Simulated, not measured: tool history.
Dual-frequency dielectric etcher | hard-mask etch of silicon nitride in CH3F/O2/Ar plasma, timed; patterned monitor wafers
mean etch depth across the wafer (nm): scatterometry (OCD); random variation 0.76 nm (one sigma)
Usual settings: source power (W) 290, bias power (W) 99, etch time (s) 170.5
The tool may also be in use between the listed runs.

run   hour  source power (W)  bias power (W)  etch time (s)  read-back reference wafer on the same gauge, depth_nm  mean etch depth across the wafer (nm)
  1    0.0               330              99          170.5                                                  106.8                                  115.0
  2   17.1               330              99          170.5                                                  107.1                                  114.6
  3   51.6               250             113          170.5                                                  107.0                                  108.9
  4   73.4               290              91          170.5                                                  106.9                                  109.0
  5   86.1               290              91          170.5                                                  107.1                                  105.9
  6  111.7               290              99          170.5                                                  107.0                                  110.2
  7  125.1               290              99          170.5                                                  107.0                                  109.4
  8  144.2               290              99          170.5                                                  107.1                                  110.3
  9  166.3               310             116          170.5                                                  106.7                                  117.5
 10  188.8               310             116          170.5                                                  107.1                                  119.6
 11  221.8               290              99          170.5                                                  107.0                                  109.5
 12  236.1               330              93          170.5                                                  107.0                                  111.5
 13  268.6               330              93          170.5                                                  107.1                                  113.9
 14  298.5               310              99          170.5                                                  107.0                                  112.8
 15  330.3               320              99          213.0                                                  107.1                                  144.3
 16  361.3               290              99          193.5                                                  107.0                                  124.6
 17  393.4               260              80          170.5                                                  107.1                                   98.9
 18  405.8               290             119          170.5                                                  106.9                                  116.1
 19  429.4               290             115          216.5                                                  107.1                                  147.0
 20  463.7               330             111          153.0                                                  107.2                                  107.7
 21  481.4               290              99          170.5                                                  106.7                                  111.4
 22  500.9               350             116          126.5                                                  107.1                                   91.8
 23  515.2               310             116          170.5                                                  106.7                                  117.4
 24  545.2               290              99          170.5                                                  107.2                                  112.0
 25  567.5               290              99          170.5                                                  107.1                                  110.9
 26  588.7               240              99          201.0                                                  107.0                                  122.0
 27  613.5               240             110          219.5                                                  107.3                                  138.5
 28  644.9               290              99          170.5                                                  106.9                                  109.1

Not shown: 6 entries that the log had between the listed runs. Between which runs, and how does the tool's hidden state differ before and after?
Between runs 10 and 11: wet clean of the chamber (hour 221.3)
  no hidden state differs between the two runs
Between runs 11 and 12: gauge calibrated (hour 222.9)
  no hidden state differs between the two runs
Between runs 14 and 15: bias power generator calibrated (hour 316.3)
  no hidden state differs between the two runs
Between runs 16 and 17: upper electrode replaced (hour 392.9)
  no hidden state differs between the two runs
Between runs 19 and 20: source power generator calibrated (hour 447.7)
  no hidden state differs between the two runs
Between runs 24 and 25: gauge calibrated (hour 546.2)
  no hidden state differs between the two runs
